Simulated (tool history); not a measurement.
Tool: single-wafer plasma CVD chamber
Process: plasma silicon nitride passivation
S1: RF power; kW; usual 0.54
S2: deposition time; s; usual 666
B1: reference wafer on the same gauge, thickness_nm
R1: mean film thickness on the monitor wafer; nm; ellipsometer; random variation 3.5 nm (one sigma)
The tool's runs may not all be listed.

run,hour,S1,S2,B1,R1
1,0,0.54,666,1109.587,1038.883
2,48.8,0.54,666,1109.998,1030.235
3,202.4,0.54,666,1109.867,1039.694
4,268.4,0.585,666,1108.959,1062.654
5,340.2,0.54,620,1110.151,961.386
6,400.6,0.54,631,1110.059,982.742
7,471.5,0.54,666,1109.6,1034.868
8,531.2,0.54,666,1110.175,1032.417
9,663.1,0.54,697,1110.403,1079.619
10,721.6,0.54,697,1110.086,1084.25
11,773.5,0.54,697,1109.697,1077.682
12,813.2,0.54,666,1110.882,1038.817
13,885,0.54,666,1110.275,1034.402
# hour 913.6: gauge calibrated
14,947.2,0.54,666,1110.241,1030.35
15,992.3,0.54,666,1109.785,1030.133
16,1028.5,0.54,666,1109.548,1031.173
17,1058.9,0.54,666,1110.127,1032.822
# hour 1079.9: showerhead replaced
18,1089.2,0.605,666,1109.987,1060.937
19,1142.1,0.54,666,1110.293,1027.482
20,1199.6,0.54,749,1109.034,1155.197
21,1247.5,0.44,581,1110.789,852.215
22,1403.9,0.54,666,1109.902,1028.885
23,1467.4,0.54,599,1109.548,919.315
# hour 1480.1: RF generator calibrated
24,1508.1,0.54,737,1109.481,1157.533
25,1577.3,0.505,588,1110.215,904.02
26,1637.3,0.54,666,1109.487,1040.36
27,1680.3,0.54,666,1110.688,1038.342
28,1709.5,0.54,630,1110.661,980.665
29,1779.5,0.49,758,1110.031,1155.629
30,1846.5,0.495,786,1109.747,1198.179
31,1894.5,0.54,539,1109.184,839.766
32,1925,0.635,666,1109.228,1090.444
33,1991.8,0.595,551,1111.17,887.535
34,2054.5,0.595,585,1110.419,935.041

Some steps in R1 between neighbouring runs. How much of each would the tool show without its hidden state too (settings, what came in, random variation), and how much is left for the hidden state, with any gauge scatter that isn't in both results?
The hidden state here: delivered RF power above the setpoint (%); gauge reads high (%).
Run 20 -> 21: S1 0.54 -> 0.44, S2 749 -> 581. R1 -302.982 nm: hidden state +4.895, all else -307.877.
Run 21 -> 22: S1 0.44 -> 0.54, S2 581 -> 666. R1 +176.67 nm: hidden state -4.51, all else +181.18.
Run 23 -> 24: S2 599 -> 737, RF generator calibrated. R1 +238.218 nm: hidden state +14.984, all else +223.234.
Run 24 -> 25: S1 0.54 -> 0.505, S2 737 -> 588. R1 -253.513 nm: hidden state +0.162, all else -253.675.
Run 30 -> 31: S1 0.495 -> 0.54, S2 786 -> 539. R1 -358.413 nm: hidden state +1.591, all else -360.004.
